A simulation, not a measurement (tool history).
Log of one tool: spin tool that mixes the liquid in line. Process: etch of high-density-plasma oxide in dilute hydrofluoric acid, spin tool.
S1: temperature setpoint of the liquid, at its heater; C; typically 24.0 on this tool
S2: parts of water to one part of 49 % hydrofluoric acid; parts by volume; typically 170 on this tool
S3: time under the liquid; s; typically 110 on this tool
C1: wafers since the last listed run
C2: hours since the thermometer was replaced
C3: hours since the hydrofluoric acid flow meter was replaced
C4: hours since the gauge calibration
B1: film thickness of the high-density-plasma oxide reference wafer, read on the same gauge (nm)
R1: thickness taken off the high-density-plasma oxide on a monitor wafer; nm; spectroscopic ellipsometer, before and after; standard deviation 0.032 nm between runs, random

{"run": 1, "day": 0.0, "S1": 20.0, "S2": 170, "S3": 135, "C1": 0, "C2": 867.4, "C3": 887.7, "C4": 1074.9, "B1": 150.008, "R1": 5.02}
{"day": 0.596, "done": "thermometer replaced"}
{"run": 2, "day": 2.262, "S1": 24.0, "S2": 220, "S3": 160, "C1": 724, "C2": 40.0, "C3": 942.0, "C4": 1129.2, "B1": 149.997, "R1": 4.956}
{"day": 3.967, "done": "hydrofluoric acid flow meter replaced"}
{"run": 3, "day": 6.033, "S1": 24.0, "S2": 220, "S3": 160, "C1": 1216, "C2": 130.5, "C3": 49.6, "C4": 1219.7, "B1": 149.979, "R1": 4.752}
{"run": 4, "day": 9.167, "S1": 24.0, "S2": 170, "S3": 110, "C1": 1021, "C2": 205.7, "C3": 124.8, "C4": 1294.9, "B1": 150.001, "R1": 4.489}
{"run": 5, "day": 12.558, "S1": 24.0, "S2": 170, "S3": 110, "C1": 1106, "C2": 287.1, "C3": 206.2, "C4": 1376.3, "B1": 150.014, "R1": 4.55}
{"run": 6, "day": 15.208, "S1": 24.0, "S2": 120, "S3": 110, "C1": 864, "C2": 350.7, "C3": 269.8, "C4": 1439.9, "B1": 150.03, "R1": 6.753}
{"run": 7, "day": 17.433, "S1": 24.0, "S2": 120, "S3": 110, "C1": 725, "C2": 404.1, "C3": 323.2, "C4": 1493.3, "B1": 149.984, "R1": 6.831}
{"run": 8, "day": 19.938, "S1": 27.5, "S2": 170, "S3": 110, "C1": 816, "C2": 464.2, "C3": 383.3, "C4": 1553.4, "B1": 149.993, "R1": 5.222}
{"run": 9, "day": 21.55, "S1": 27.5, "S2": 170, "S3": 110, "C1": 525, "C2": 502.9, "C3": 422.0, "C4": 1592.1, "B1": 150.012, "R1": 5.283}
{"run": 10, "day": 24.208, "S1": 27.0, "S2": 195, "S3": 110, "C1": 866, "C2": 566.7, "C3": 485.8, "C4": 1655.9, "B1": 150.017, "R1": 4.342}
{"run": 11, "day": 25.75, "S1": 27.0, "S2": 195, "S3": 110, "C1": 502, "C2": 603.7, "C3": 522.8, "C4": 1692.9, "B1": 150.0, "R1": 4.415}
{"run": 12, "day": 29.75, "S1": 24.0, "S2": 170, "S3": 60, "C1": 1304, "C2": 699.7, "C3": 618.8, "C4": 1788.9, "B1": 149.992, "R1": 2.553}
{"run": 13, "day": 33.012, "S1": 24.0, "S2": 170, "S3": 60, "C1": 1063, "C2": 778.0, "C3": 697.1, "C4": 1867.2, "B1": 150.002, "R1": 2.583}
{"run": 14, "day": 35.962, "S1": 24.0, "S2": 170, "S3": 110, "C1": 961, "C2": 848.8, "C3": 767.9, "C4": 1938.0, "B1": 150.015, "R1": 4.745}
{"run": 15, "day": 37.625, "S1": 24.0, "S2": 170, "S3": 130, "C1": 542, "C2": 888.7, "C3": 807.8, "C4": 1977.9, "B1": 149.985, "R1": 5.651}
{"day": 38.867, "done": "thermometer replaced"}
{"run": 16, "day": 43.871, "S1": 19.5, "S2": 170, "S3": 110, "C1": 2023, "C2": 120.1, "C3": 957.7, "C4": 2127.8, "B1": 150.011, "R1": 3.894}
{"day": 47.658, "done": "hydrofluoric acid flow meter replaced"}
{"run": 17, "day": 48.358, "S1": 27.5, "S2": 235, "S3": 85, "C1": 1449, "C2": 227.8, "C3": 16.8, "C4": 2235.5, "B1": 150.013, "R1": 2.624}

Forecast run 18:
{"run": 18, "day": 52.858, "S1": 24.0, "S2": 170, "S3": 110, "C1": 1467, "C2": 335.8, "C3": 124.8, "C4": 2343.5, "B1": "?", "R1": "?"}

B1: 149.998
R1: 4.534 nm
With no hidden state in the tool, this same run would have given R1 4.425 nm.
